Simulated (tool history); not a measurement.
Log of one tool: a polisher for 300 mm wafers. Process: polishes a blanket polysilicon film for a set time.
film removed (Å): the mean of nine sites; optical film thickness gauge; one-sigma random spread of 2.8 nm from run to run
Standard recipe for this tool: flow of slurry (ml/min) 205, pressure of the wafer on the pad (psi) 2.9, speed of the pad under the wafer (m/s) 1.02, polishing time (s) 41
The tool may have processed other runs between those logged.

| run | day | flow of slurry (ml/min) | pressure of the wafer on the pad (psi) | speed of the pad under the wafer (m/s) | polishing time (s) | wafers since the last listed run | wafers polished on this pad | hours since the slurry nozzle was cleaned | hours since the head pressure was calibrated | incoming thickness of the incoming film, nm | film removed (Å) |
|---|---|---|---|---|---|---|---|---|---|---|---|
| 1 | 0.000 | 205 | 2.9 | 1.02 | 32 | 0 | 171 | 518.7 | 1002.2 | 1024.0 | 2278 |
| 2 | 0.729 | 205 | 2.9 | 1.02 | 41 | 217 | 389 | 536.2 | 1019.7 | 1024.1 | 2857 |
| 3 | 0.996 | 205 | 2.9 | 1.02 | 41 | 79 | 468 | 542.6 | 1026.1 | 1020.9 | 2872 |
|  | 1.333 | worn pad replaced by a new one |
| 4 | 1.367 | 205 | 2.5 | 1.02 | 41 | 60 | 9 | 551.5 | 1035.0 | 1003.0 | 2462 |
| 5 | 1.992 | 205 | 2.5 | 1.02 | 41 | 186 | 196 | 566.5 | 1050.0 | 1002.7 | 2488 |
| 6 | 2.550 | 205 | 2.9 | 1.02 | 41 | 166 | 362 | 579.9 | 1063.4 | 1014.3 | 2856 |
| 7 | 3.021 | 205 | 2.9 | 1.02 | 41 | 140 | 503 | 591.2 | 1074.7 | 1007.8 | 2828 |
|  | 3.342 | slurry nozzle cleaned |
|  | 3.700 | worn pad replaced by a new one |
| 8 | 3.742 | 205 | 2.9 | 1.22 | 47 | 152 | 12 | 9.6 | 1092.0 | 1000.5 | 4358 |
| 9 | 4.262 | 205 | 2.9 | 1.22 | 47 | 155 | 167 | 22.1 | 1104.5 | 1020.8 | 4318 |
| 10 | 4.904 | 185 | 2.9 | 0.72 | 52 | 191 | 358 | 37.5 | 1119.9 | 1012.0 | 2744 |
|  | 5.054 | head pressure recalibrated |
| 11 | 5.417 | 205 | 2.9 | 0.74 | 41 | 128 | 486 | 49.8 | 8.7 | 1001.3 | 2288 |
| 12 | 5.671 | 205 | 2.9 | 0.66 | 30 | 75 | 562 | 55.9 | 14.8 | 1021.5 | 1467 |
|  | 5.933 | worn pad replaced by a new one, of another model than before |
| 13 | 6.033 | 205 | 2.9 | 1.22 | 41 | 58 | 29 | 64.6 | 23.5 | 1006.0 | 3587 |
|  | 8.008 | worn pad replaced by a new one |
| 14 | 8.029 | 205 | 2.9 | 1.02 | 41 | 545 | 6 | 112.5 | 71.4 | 1000.6 | 3176 |
| 15 | 8.188 | 205 | 2.9 | 1.02 | 41 | 47 | 53 | 116.3 | 75.2 | 1008.7 | 3064 |
| 16 | 8.812 | 205 | 2.9 | 1.34 | 41 | 186 | 240 | 131.3 | 90.2 | 1005.1 | 3794 |
| 17 | 9.538 | 205 | 2.9 | 0.82 | 34 | 216 | 456 | 148.7 | 107.6 | 988.4 | 2234 |
|  | 10.104 | worn pad replaced by a new one |
| 18 | 10.179 | 205 | 2.9 | 1.22 | 47 | 141 | 22 | 164.1 | 123.0 | 1018.2 | 3984 |

Branching from run 18: 3 alternative next runs. What would each branch give?
| A | 10.196 | 205 | 2.9 | 1.02 | 41 | 4 | 27 | 164.5 | 123.4 | 1012.6 | ? |
| B | 10.196 | 205 | 2.9 | 0.82 | 41 | 4 | 27 | 164.5 | 123.4 | 1012.6 | ? |
| C | 10.196 | 205 | 2.3 | 1.02 | 41 | 4 | 27 | 164.5 | 123.4 | 1012.6 | ? |

| run | film removed (Å) |
|---|---|
| A | 3085 |
| B | 2701 |
| C | 2762 |
Without the tool's hidden state the same runs would have given:
| run | film removed (Å) |
|---|---|
| A | 3190 |
| B | 2792 |
| C | 2855 |
